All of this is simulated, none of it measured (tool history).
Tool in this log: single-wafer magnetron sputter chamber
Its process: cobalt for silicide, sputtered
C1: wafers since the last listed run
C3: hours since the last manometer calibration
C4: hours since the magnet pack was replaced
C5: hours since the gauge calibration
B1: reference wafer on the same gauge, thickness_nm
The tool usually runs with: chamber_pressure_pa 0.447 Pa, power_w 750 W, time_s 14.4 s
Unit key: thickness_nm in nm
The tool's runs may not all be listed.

run 1 day=0 | chamber_pressure_pa=0.447 power_w=750 time_s=14.4 | C1=0 wafers_on_the_sputter_target=4244 C3=702.5 C4=4307.6 C5=77.3 | B1=4.461 | thickness_nm=5.495
run 2 day=3.879 | chamber_pressure_pa=0.447 power_w=750 time_s=14.4 | C1=1632 wafers_on_the_sputter_target=5876 C3=795.6 C4=4400.7 C5=170.4 | B1=4.469 | thickness_nm=5.528
run 3 day=5.596 | chamber_pressure_pa=0.447 power_w=750 time_s=12.9 | C1=722 wafers_on_the_sputter_target=6598 C3=836.8 C4=4441.9 C5=211.6 | B1=4.465 | thickness_nm=4.912
-- day=7.658 sputter target and shields replaced
run 4 day=8.929 | chamber_pressure_pa=0.447 power_w=750 time_s=12.9 | C1=1262 wafers_on_the_sputter_target=534 C3=916.8 C4=4521.9 C5=291.6 | B1=4.471 | thickness_nm=4.972
run 5 day=10.542 | chamber_pressure_pa=0.543 power_w=750 time_s=14.4 | C1=678 wafers_on_the_sputter_target=1213 C3=955.5 C4=4560.6 C5=330.3 | B1=4.471 | thickness_nm=5.339
run 6 day=12.271 | chamber_pressure_pa=0.543 power_w=750 time_s=14.4 | C1=727 wafers_on_the_sputter_target=1940 C3=997 C4=4602.1 C5=371.8 | B1=4.466 | thickness_nm=5.324
run 7 day=15.788 | chamber_pressure_pa=0.543 power_w=750 time_s=14.4 | C1=1479 wafers_on_the_sputter_target=3420 C3=1081.4 C4=4686.5 C5=456.2 | B1=4.471 | thickness_nm=5.36
run 8 day=18.738 | chamber_pressure_pa=0.572 power_w=750 time_s=13.1 | C1=1241 wafers_on_the_sputter_target=4661 C3=1152.2 C4=4757.3 C5=527 | B1=4.476 | thickness_nm=4.798
run 9 day=21.7 | chamber_pressure_pa=0.447 power_w=750 time_s=14.4 | C1=1246 wafers_on_the_sputter_target=5908 C3=1223.3 C4=4828.4 C5=598.1 | B1=4.471 | thickness_nm=5.474
run 10 day=25.967 | chamber_pressure_pa=0.447 power_w=750 time_s=14.4 | C1=1795 wafers_on_the_sputter_target=7703 C3=1325.7 C4=4930.8 C5=700.5 | B1=4.463 | thickness_nm=5.527
-- day=26.846 gauge calibrated
-- day=28.758 sputter target and shields replaced
run 11 day=28.779 | chamber_pressure_pa=0.447 power_w=750 time_s=14.4 | C1=1043 wafers_on_the_sputter_target=8 C3=1393.2 C4=4998.3 C5=46.4 | B1=4.466 | thickness_nm=5.479
run 12 day=32.608 | chamber_pressure_pa=0.447 power_w=950 time_s=15.3 | C1=1611 wafers_on_the_sputter_target=1619 C3=1485.1 C4=5090.2 C5=138.3 | B1=4.47 | thickness_nm=7.262
-- day=33.542 capacitance manometer re-zeroed and calibrated
run 13 day=35.621 | chamber_pressure_pa=0.388 power_w=700 time_s=16.6 | C1=1127 wafers_on_the_sputter_target=2747 C3=49.9 C4=5162.5 C5=210.6 | B1=4.468 | thickness_nm=6.047

For run 14, what comes out?
run 14 day=38.738 | chamber_pressure_pa=0.447 power_w=750 time_s=12.8 | C1=1311 wafers_on_the_sputter_target=4058 C3=124.7 C4=5237.3 C5=285.4 | B1=? | thickness_nm=?

{"run 14": {"B1": 4.47, "thickness_nm": 4.873}}
The same run, on a tool lacking any hidden state, would have yielded thickness_nm 4.873 nm.

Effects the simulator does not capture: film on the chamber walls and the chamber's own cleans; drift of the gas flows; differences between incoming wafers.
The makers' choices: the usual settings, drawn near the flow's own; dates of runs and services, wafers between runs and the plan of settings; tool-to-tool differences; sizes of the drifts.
